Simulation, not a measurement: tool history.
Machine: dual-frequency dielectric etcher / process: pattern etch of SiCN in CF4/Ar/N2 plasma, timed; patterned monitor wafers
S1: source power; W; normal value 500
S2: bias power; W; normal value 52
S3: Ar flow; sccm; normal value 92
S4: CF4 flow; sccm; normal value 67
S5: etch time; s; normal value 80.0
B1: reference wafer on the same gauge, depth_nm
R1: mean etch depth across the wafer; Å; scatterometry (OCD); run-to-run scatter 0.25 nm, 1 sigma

run,hour,S1,S2,S3,S4,S5,B1,R1
1,0.0,500,52,92,67,80.0,58.8,660
2,49.8,600,52,92,67,80.0,58.8,729
3,166.9,500,42,111,67,60.0,58.8,451
# hour 223.6: wet clean of the chamber
4,224.1,500,45,92,67,80.0,58.8,634
5,245.2,500,56,108,78,80.0,58.8,680
# hour 298.0: Ar flow controller replaced
# hour 332.2: bias power generator calibrated
6,408.5,410,52,92,67,60.5,58.8,449
7,433.8,500,55,92,67,65.0,58.8,544
8,475.3,500,61,84,67,90.5,58.7,795
# hour 504.0: source power generator calibrated
9,592.1,500,56,103,56,80.0,58.9,621
# hour 626.2: gauge calibrated
# hour 637.9: CF4 flow controller replaced
10,653.6,500,52,92,67,80.0,58.7,654
11,725.3,500,52,92,77,80.0,58.8,662
12,790.0,400,52,92,56,80.0,58.7,554
# hour 868.3: wet clean of the chamber
13,868.8,500,43,92,75,80.0,58.8,632
14,914.3,550,52,92,67,80.0,58.8,684
15,963.1,500,44,78,67,80.0,58.9,636
16,1014.8,590,52,92,67,65.0,58.9,577
17,1209.2,530,56,92,51,80.0,58.7,642
18,1267.7,580,63,92,57,80.0,58.9,726
19,1320.8,380,42,92,67,80.0,58.8,533
20,1357.5,500,52,92,67,80.0,58.8,653
21,1421.8,420,52,92,67,62.0,58.7,460

Results for each run, recomputed without the tool's hidden state and with each run's random variation untouched:
Unlogged tool condition in this case: etch rate over this chamber's usual, %; source power that arrives over what is set, %; bias power that arrives over what is set, %; Ar flow that arrives over what is set, %; CF4 flow that arrives over what is set, %; gauge reads high (%).
run,R1
1,646
2,714
3,441
4,621
5,665
6,438
7,531
8,776
9,619
10,651
11,659
12,552
13,629
14,681
15,633
16,574
17,638
18,721
19,529
20,648
21,456
